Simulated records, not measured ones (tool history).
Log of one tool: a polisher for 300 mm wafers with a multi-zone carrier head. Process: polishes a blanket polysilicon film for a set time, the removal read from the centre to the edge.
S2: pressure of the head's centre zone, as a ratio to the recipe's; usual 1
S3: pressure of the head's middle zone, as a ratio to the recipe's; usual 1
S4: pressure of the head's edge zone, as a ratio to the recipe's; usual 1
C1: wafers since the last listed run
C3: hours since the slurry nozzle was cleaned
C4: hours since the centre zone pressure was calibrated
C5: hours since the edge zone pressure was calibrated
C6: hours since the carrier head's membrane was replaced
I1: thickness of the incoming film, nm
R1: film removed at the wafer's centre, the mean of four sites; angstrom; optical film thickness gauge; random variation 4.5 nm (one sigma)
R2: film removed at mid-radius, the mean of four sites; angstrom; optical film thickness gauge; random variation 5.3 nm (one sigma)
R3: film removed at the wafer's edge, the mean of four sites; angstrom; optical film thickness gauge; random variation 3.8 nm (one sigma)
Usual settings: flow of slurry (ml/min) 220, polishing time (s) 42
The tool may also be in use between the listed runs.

run 1 hour=0 | flow_of_slurry_(ml/min)=220 S2=1 S3=1 S4=1 polishing_time_(s)=42 | C1=0 wafers_polished_on_this_pad=1052 C3=79.3 C4=75.3 C5=78.5 C6=1493.6 | I1=2114.2 | R1=4412 R2=4435 R3=4290
run 2 hour=59.9 | flow_of_slurry_(ml/min)=220 S2=1 S3=1 S4=1 polishing_time_(s)=42 | C1=502 wafers_polished_on_this_pad=1554 C3=139.2 C4=135.2 C5=138.4 C6=1553.5 | I1=2135.6 | R1=4484 R2=4395 R3=4374
run 3 hour=113.6 | flow_of_slurry_(ml/min)=220 S2=1 S3=1 S4=1 polishing_time_(s)=42 | C1=450 wafers_polished_on_this_pad=2004 C3=192.9 C4=188.9 C5=192.1 C6=1607.2 | I1=2123 | R1=4373 R2=4418 R3=4320
-- hour=150.4 worn pad replaced by a new one
run 4 hour=162.3 | flow_of_slurry_(ml/min)=220 S2=1 S3=1 S4=1 polishing_time_(s)=42 | C1=374 wafers_polished_on_this_pad=99 C3=241.6 C4=237.6 C5=240.8 C6=1655.9 | I1=2123.7 | R1=4397 R2=4465 R3=4433
run 5 hour=195.7 | flow_of_slurry_(ml/min)=220 S2=1 S3=0.93 S4=1 polishing_time_(s)=42 | C1=280 wafers_polished_on_this_pad=379 C3=275 C4=271 C5=274.2 C6=1689.3 | I1=2142.6 | R1=4321 R2=4153 R3=4299
run 6 hour=225.1 | flow_of_slurry_(ml/min)=220 S2=1 S3=0.93 S4=1 polishing_time_(s)=42 | C1=246 wafers_polished_on_this_pad=626 C3=304.4 C4=300.4 C5=303.6 C6=1718.7 | I1=2140.2 | R1=4335 R2=4159 R3=4385
run 7 hour=287.3 | flow_of_slurry_(ml/min)=220 S2=1 S3=0.93 S4=1 polishing_time_(s)=42 | C1=521 wafers_polished_on_this_pad=1147 C3=366.6 C4=362.6 C5=365.8 C6=1780.9 | I1=2120.1 | R1=4396 R2=4138 R3=4344
-- hour=297.3 edge zone pressure recalibrated
run 8 hour=318.3 | flow_of_slurry_(ml/min)=220 S2=1 S3=1 S4=1 polishing_time_(s)=42 | C1=243 wafers_polished_on_this_pad=1391 C3=397.6 C4=393.6 C5=21 C6=1811.9 | I1=2133 | R1=4260 R2=4528 R3=4342
-- hour=337.7 centre zone pressure recalibrated
-- hour=382.2 worn pad replaced by a new one
run 9 hour=382.7 | flow_of_slurry_(ml/min)=220 S2=0.92 S3=1 S4=1 polishing_time_(s)=42 | C1=489 wafers_polished_on_this_pad=4 C3=462 C4=45 C5=85.4 C6=1876.3 | I1=2114.4 | R1=4012 R2=4469 R3=4326
run 10 hour=408.4 | flow_of_slurry_(ml/min)=220 S2=0.92 S3=1 S4=1 polishing_time_(s)=42 | C1=215 wafers_polished_on_this_pad=219 C3=487.7 C4=70.7 C5=111.1 C6=1902 | I1=2104.5 | R1=3994 R2=4477 R3=4280
-- hour=468.1 carrier head's membrane replaced by a new one
run 11 hour=496.5 | flow_of_slurry_(ml/min)=220 S2=1 S3=1.09 S4=1 polishing_time_(s)=42 | C1=696 wafers_polished_on_this_pad=916 C3=575.8 C4=158.8 C5=199.2 C6=28.4 | I1=2074.5 | R1=4393 R2=4720 R3=4333
-- hour=528.4 slurry nozzle cleaned
run 12 hour=547.6 | flow_of_slurry_(ml/min)=220 S2=1.07 S3=1 S4=1 polishing_time_(s)=38 | C1=420 wafers_polished_on_this_pad=1336 C3=19.2 C4=209.9 C5=250.3 C6=79.5 | I1=2098.9 | R1=4182 R2=4022 R3=3899
-- hour=610.3 worn pad replaced by a new one
run 13 hour=613.7 | flow_of_slurry_(ml/min)=190 S2=1.09 S3=1 S4=1 polishing_time_(s)=42 | C1=520 wafers_polished_on_this_pad=28 C3=85.3 C4=276 C5=316.4 C6=145.6 | I1=2115.5 | R1=4699 R2=4317 R3=4335
run 14 hour=651.7 | flow_of_slurry_(ml/min)=220 S2=1 S3=1 S4=1 polishing_time_(s)=42 | C1=318 wafers_polished_on_this_pad=346 C3=123.3 C4=314 C5=354.4 C6=183.6 | I1=2116.5 | R1=4343 R2=4426 R3=4358
run 15 hour=706.1 | flow_of_slurry_(ml/min)=220 S2=1 S3=1 S4=1 polishing_time_(s)=42 | C1=456 wafers_polished_on_this_pad=803 C3=177.7 C4=368.4 C5=408.8 C6=238 | I1=2109.3 | R1=4272 R2=4453 R3=4416
run 16 hour=747.3 | flow_of_slurry_(ml/min)=220 S2=0.91 S3=1.09 S4=0.95 polishing_time_(s)=46 | C1=345 wafers_polished_on_this_pad=1148 C3=218.9 C4=409.6 C5=450 C6=279.2 | I1=2129.6 | R1=4293 R2=5274 R3=4570
-- hour=752.1 centre zone pressure recalibrated
-- hour=761.2 edge zone pressure recalibrated
-- hour=897.8 worn pad replaced by a new one
run 17 hour=960 | flow_of_slurry_(ml/min)=220 S2=1 S3=1 S4=0.91 polishing_time_(s)=42 | C1=1716 wafers_polished_on_this_pad=521 C3=431.6 C4=207.9 C5=198.8 C6=491.9 | I1=2106.7 | R1=4281 R2=4503 R3=4172
run 18 hour=1004.8 | flow_of_slurry_(ml/min)=195 S2=1 S3=1 S4=1 polishing_time_(s)=42 | C1=375 wafers_polished_on_this_pad=897 C3=476.4 C4=252.7 C5=243.6 C6=536.7 | I1=2128.1 | R1=4347 R2=4402 R3=4304
run 19 hour=1030.5 | flow_of_slurry_(ml/min)=175 S2=1 S3=1 S4=0.89 polishing_time_(s)=42 | C1=215 wafers_polished_on_this_pad=1112 C3=502.1 C4=278.4 C5=269.3 C6=562.4 | I1=2116.2 | R1=4264 R2=4326 R3=4027
run 20 hour=1094 | flow_of_slurry_(ml/min)=220 S2=1 S3=1 S4=0.89 polishing_time_(s)=42 | C1=532 wafers_polished_on_this_pad=1645 C3=565.6 C4=341.9 C5=332.8 C6=625.9 | I1=2106.5 | R1=4333 R2=4431 R3=4038
-- hour=1120.1 worn pad replaced by a new one
-- hour=1121.2 edge zone pressure recalibrated
run 21 hour=1121.7 | flow_of_slurry_(ml/min)=220 S2=1 S3=1 S4=1 polishing_time_(s)=53 | C1=189 wafers_polished_on_this_pad=4 C3=593.3 C4=369.6 C5=0.5 C6=653.6 | I1=2142.5 | R1=5509 R2=5627 R3=5451
-- hour=1162.3 centre zone pressure recalibrated
run 22 hour=1166.9 | flow_of_slurry_(ml/min)=285 S2=1 S3=1 S4=1 polishing_time_(s)=50 | C1=362 wafers_polished_on_this_pad=366 C3=638.5 C4=4.6 C5=45.7 C6=698.8 | I1=2126.3 | R1=5356 R2=5447 R3=5267
-- hour=1199.4 slurry nozzle cleaned
run 23 hour=1199.9 | flow_of_slurry_(ml/min)=220 S2=0.91 S3=0.92 S4=1.04 polishing_time_(s)=42 | C1=268 wafers_polished_on_this_pad=634 C3=0.5 C4=37.6 C5=78.7 C6=731.8 | I1=2083.9 | R1=3919 R2=4077 R3=4420

3 ways to go on from here, each from the tool as it stands after run 23. What would each give?
run A hour=1200.3 | flow_of_slurry_(ml/min)=220 S2=1 S3=1 S4=1 polishing_time_(s)=42 | C1=3 wafers_polished_on_this_pad=638 C3=0.9 C4=38 C5=79.1 C6=732.2 | I1=2158.2 | R1=? R2=? R3=?
run B hour=1200.3 | flow_of_slurry_(ml/min)=220 S2=0.89 S3=0.92 S4=1 polishing_time_(s)=28 | C1=3 wafers_polished_on_this_pad=638 C3=0.9 C4=38 C5=79.1 C6=732.2 | I1=2158.2 | R1=? R2=? R3=?
run C hour=1200.3 | flow_of_slurry_(ml/min)=220 S2=1 S3=1.12 S4=1 polishing_time_(s)=42 | C1=3 wafers_polished_on_this_pad=638 C3=0.9 C4=38 C5=79.1 C6=732.2 | I1=2158.2 | R1=? R2=? R3=?

run=A R1=4300 R2=4454 R3=4347
run=B R1=2548 R2=2770 R3=2901
run=C R1=4304 R2=4905 R3=4340
Without the tool's hidden state the same runs would have given:
run=A R1=4300 R2=4454 R3=4347
run=B R1=2548 R2=2770 R3=2901
run=C R1=4304 R2=4905 R3=4340

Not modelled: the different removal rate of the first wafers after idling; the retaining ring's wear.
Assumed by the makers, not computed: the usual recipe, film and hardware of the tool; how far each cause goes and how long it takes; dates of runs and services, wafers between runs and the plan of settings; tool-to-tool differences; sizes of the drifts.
